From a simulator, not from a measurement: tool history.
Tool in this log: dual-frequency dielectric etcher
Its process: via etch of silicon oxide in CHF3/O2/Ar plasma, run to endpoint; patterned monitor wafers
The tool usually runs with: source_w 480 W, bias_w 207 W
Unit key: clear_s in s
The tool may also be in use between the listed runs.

run	hour	source_w	bias_w	wafers since the last listed run	hours since the last wet clean	hours since the last source power generator calibration	hours since the last bias power generator calibration	hours since the last upper electrode change	incoming incoming film thickness, nm	clear_s
1	0	480	240	0	293.2	4681.9	4158.9	4111.4	531.3	237.7
2	44	480	240	162	337.2	4725.9	4202.9	4155.4	529.3	235.2
3	114.9	480	240	261	408.1	4796.8	4273.8	4226.3	536.1	238.3
4	159.5	400	221	164	452.7	4841.4	4318.4	4270.9	529.9	257.1
5	219.4	400	221	221	512.6	4901.3	4378.3	4330.8	531.6	259.1
# hour 254.8: wet clean of the chamber
6	280.7	400	221	137	25.9	4962.6	4439.6	4392.1	533.7	272.6
# hour 327.3: bias power generator calibrated
7	343.6	480	207	217	88.8	5025.5	16.3	4455	528.1	260.8
8	379.3	480	207	131	124.5	5061.2	52	4490.7	532.2	263.6
9	412.4	430	186	122	157.6	5094.3	85.1	4523.8	530.5	290
# hour 454.5: source power generator calibrated
# hour 481: upper electrode replaced
10	481.5	570	161	151	226.7	27	154.2	0.5	531	284.2
11	520.5	370	161	144	265.7	66	193.2	39.5	537.1	329.4

Run 12, settings as shown, results not yet in. Your forecast:
12	574.1	400	248	197	319.3	119.6	246.8	93.1	527.3	?

{"run 12": {"clear_s": 249}}
With no hidden state in the tool, this same run would have given clear_s 254.6 s.
